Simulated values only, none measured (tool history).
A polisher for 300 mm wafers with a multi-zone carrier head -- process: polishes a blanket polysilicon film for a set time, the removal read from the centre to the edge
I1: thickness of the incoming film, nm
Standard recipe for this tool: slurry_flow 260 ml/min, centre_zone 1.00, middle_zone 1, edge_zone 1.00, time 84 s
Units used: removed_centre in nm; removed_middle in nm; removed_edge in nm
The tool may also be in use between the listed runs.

run 1 day=0.000 | slurry_flow=260 centre_zone=1.00 middle_zone=1 edge_zone=1.00 time=84 | I1=2098.8 | removed_centre=637.3 removed_middle=661.8 removed_edge=646.1
run 2 day=0.521 | slurry_flow=260 centre_zone=1.00 middle_zone=1 edge_zone=1.00 time=84 | I1=2104.1 | removed_centre=634.6 removed_middle=650.2 removed_edge=641.7
run 3 day=1.142 | slurry_flow=260 centre_zone=1.00 middle_zone=1 edge_zone=1.00 time=84 | I1=2104.2 | removed_centre=638.8 removed_middle=637.3 removed_edge=652.1
run 4 day=1.575 | slurry_flow=260 centre_zone=1.00 middle_zone=1 edge_zone=1.00 time=84 | I1=2109.9 | removed_centre=635.7 removed_middle=654.5 removed_edge=640.2
run 5 day=2.275 | slurry_flow=260 centre_zone=1.00 middle_zone=1 edge_zone=1.00 time=84 | I1=2103.8 | removed_centre=627.2 removed_middle=643.8 removed_edge=647.5
run 6 day=2.921 | slurry_flow=260 centre_zone=1.00 middle_zone=1 edge_zone=1.00 time=84 | I1=2104.4 | removed_centre=627.3 removed_middle=645.6 removed_edge=649.5
run 7 day=3.188 | slurry_flow=260 centre_zone=1.04 middle_zone=1 edge_zone=1.00 time=84 | I1=2119.0 | removed_centre=654.4 removed_middle=646.3 removed_edge=642.9
run 8 day=3.529 | slurry_flow=260 centre_zone=1.00 middle_zone=1 edge_zone=1.00 time=84 | I1=2117.0 | removed_centre=627.3 removed_middle=642.2 removed_edge=638.4
run 9 day=4.242 | slurry_flow=260 centre_zone=1.10 middle_zone=1 edge_zone=0.92 time=84 | I1=2093.5 | removed_centre=681.4 removed_middle=639.2 removed_edge=612.7

Run 10 has not been measured yet. What should we expect?
-- day=4.375 slurry nozzle cleaned
-- day=4.675 edge zone pressure recalibrated
run 10 day=4.721 | slurry_flow=260 centre_zone=1.00 middle_zone=1 edge_zone=1.00 time=63 | I1=2092.7 | removed_centre=? removed_middle=? removed_edge=?

{"run 10": {"removed_centre": 459.6, "removed_middle": 467.7, "removed_edge": 471.3}}
Take away the tool's hidden state, keep the run-to-run variation as it was, and the same run would have given removed_centre 485.4 nm, removed_middle 491.0 nm, removed_edge 488.7 nm.

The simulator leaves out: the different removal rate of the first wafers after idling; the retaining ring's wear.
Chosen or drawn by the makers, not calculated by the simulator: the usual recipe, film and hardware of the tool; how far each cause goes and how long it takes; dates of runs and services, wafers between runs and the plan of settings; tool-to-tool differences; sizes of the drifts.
